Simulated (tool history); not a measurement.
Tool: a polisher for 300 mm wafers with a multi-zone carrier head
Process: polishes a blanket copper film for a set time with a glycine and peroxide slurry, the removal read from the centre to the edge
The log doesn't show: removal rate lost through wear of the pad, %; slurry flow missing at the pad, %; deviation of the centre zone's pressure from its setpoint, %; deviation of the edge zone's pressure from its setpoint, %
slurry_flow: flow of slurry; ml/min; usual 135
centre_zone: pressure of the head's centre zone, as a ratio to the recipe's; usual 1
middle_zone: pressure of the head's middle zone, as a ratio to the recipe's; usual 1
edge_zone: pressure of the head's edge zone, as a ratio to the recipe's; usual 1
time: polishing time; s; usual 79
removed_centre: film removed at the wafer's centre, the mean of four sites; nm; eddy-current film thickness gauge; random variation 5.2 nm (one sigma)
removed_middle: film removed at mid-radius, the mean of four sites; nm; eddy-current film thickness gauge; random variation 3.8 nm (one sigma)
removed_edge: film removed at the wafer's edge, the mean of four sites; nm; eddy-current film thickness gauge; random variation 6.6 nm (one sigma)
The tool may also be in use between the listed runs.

run	hour	slurry_flow	centre_zone	middle_zone	edge_zone	time	wafers since the last listed run	wafers polished on this pad	hours since the slurry nozzle was cleaned	hours since the centre zone pressure was calibrated	hours since the edge zone pressure was calibrated	hours since the carrier head's membrane was replaced	incoming thickness of the incoming film, nm	removed_centre	removed_middle	removed_edge
1	0	145	1	1	1	96	0	554	863.3	184.3	1449.5	388.4	2130.4	641.9	661.3	663.5
2	17.5	135	1	1	1	79	112	667	880.8	201.8	1467	405.9	2147.6	518.9	529.1	549.3
# hour 28.1: edge zone pressure recalibrated
3	51.4	135	1	1	1	79	205	873	914.7	235.7	23.3	439.8	2123.6	506.9	519	537.5
# hour 80.9: slurry nozzle cleaned
4	83.4	135	1	0.92	1	79	200	1073	2.5	267.7	55.3	471.8	2166	484.6	483.8	522.3
5	115.6	135	1	0.92	1	79	207	1281	34.7	299.9	87.5	504	2112.1	452.9	459.7	487.6
# hour 126.1: worn pad replaced by a new one
6	141	135	1	0.92	1	79	138	96	60.1	325.3	112.9	529.4	2137.6	524.8	529.9	561.9
# hour 169.8: carrier head's membrane replaced by a new one
7	200.8	120	1	1	1	79	353	450	119.9	385.1	172.7	31	2119.9	483.6	525.5	537.1
8	227.1	135	1	1	0.93	79	169	620	146.2	411.4	199	57.3	2161.4	494.8	538.5	521.6
9	242.3	135	1	1	1	79	98	718	161.4	426.6	214.2	72.5	2105.7	482.3	528.2	534.1
10	263.7	145	0.93	1	0.88	60	138	856	182.8	448	235.6	93.9	2167.5	339.5	398.7	385.2
11	287.6	105	0.97	1	1	79	154	1010	206.7	471.9	259.5	117.8	2148	422.3	481	497.4
# hour 302.7: worn pad replaced by a new one
12	305.9	135	1	1	1	64	92	20	225	490.2	277.8	136.1	2154.5	397	438.5	445.7
13	319.6	155	1.09	1	1	79	88	109	238.7	503.9	291.5	149.8	2133.1	552.2	561.7	573.5
14	338.2	135	1	1.12	1	79	120	229	257.3	522.5	310.1	168.4	2177.8	482	577.7	557.5
# hour 344.4: centre zone pressure recalibrated
15	353.8	100	1	1	0.95	107	87	317	272.9	9.4	325.7	184	2157.8	656.2	682.2	687.8
16	388.2	155	1	1	0.89	79	222	539	307.3	43.8	360.1	218.4	2188.2	542.7	550.7	535
17	408.9	135	1	1	1	79	133	672	328	64.5	380.8	239.1	2145.7	524.7	535.4	531.2
18	427.2	135	1	1	1	79	118	790	346.3	82.8	399.1	257.4	2117.8	504.2	526.8	531.4
19	455.1	135	1.12	1	1.04	79	180	970	374.2	110.7	427	285.3	2103.2	562.8	510.2	534.7
20	468.3	135	1	1	1	79	85	1056	387.4	123.9	440.2	298.5	2138.4	502.6	509.2	517.8
21	484.2	95	1	1	1	79	102	1158	403.3	139.8	456.1	314.4	2161.2	447.9	453.8	486.7
22	504.3	135	1	1	1	79	129	1288	423.4	159.9	476.2	334.5	2149.5	481.7	488.2	495.7

Forecast each of these 4 alternatives for the next run:
A	504.8	135	1	1	1	79	3	1291	423.9	160.4	476.7	335	2179.6	?	?	?
B	504.8	135	1	0.9	1	79	3	1291	423.9	160.4	476.7	335	2179.6	?	?	?
C	504.8	175	1.03	1.1	0.96	79	3	1291	423.9	160.4	476.7	335	2179.6	?	?	?
D	504.8	135	1.07	1	1.09	79	3	1291	423.9	160.4	476.7	335	2179.6	?	?	?

run	removed_centre	removed_middle	removed_edge
A	473.7	490.1	492.8
B	473.5	463.9	493.2
C	514.4	540.6	499.1
D	507.1	489.9	514.2
Without the tool's hidden state the same runs would have given:
run	removed_centre	removed_middle	removed_edge
A	538.2	553.1	556.2
B	538	523.6	556.6
C	584.5	610.1	563.3
D	576.2	552.8	580.3

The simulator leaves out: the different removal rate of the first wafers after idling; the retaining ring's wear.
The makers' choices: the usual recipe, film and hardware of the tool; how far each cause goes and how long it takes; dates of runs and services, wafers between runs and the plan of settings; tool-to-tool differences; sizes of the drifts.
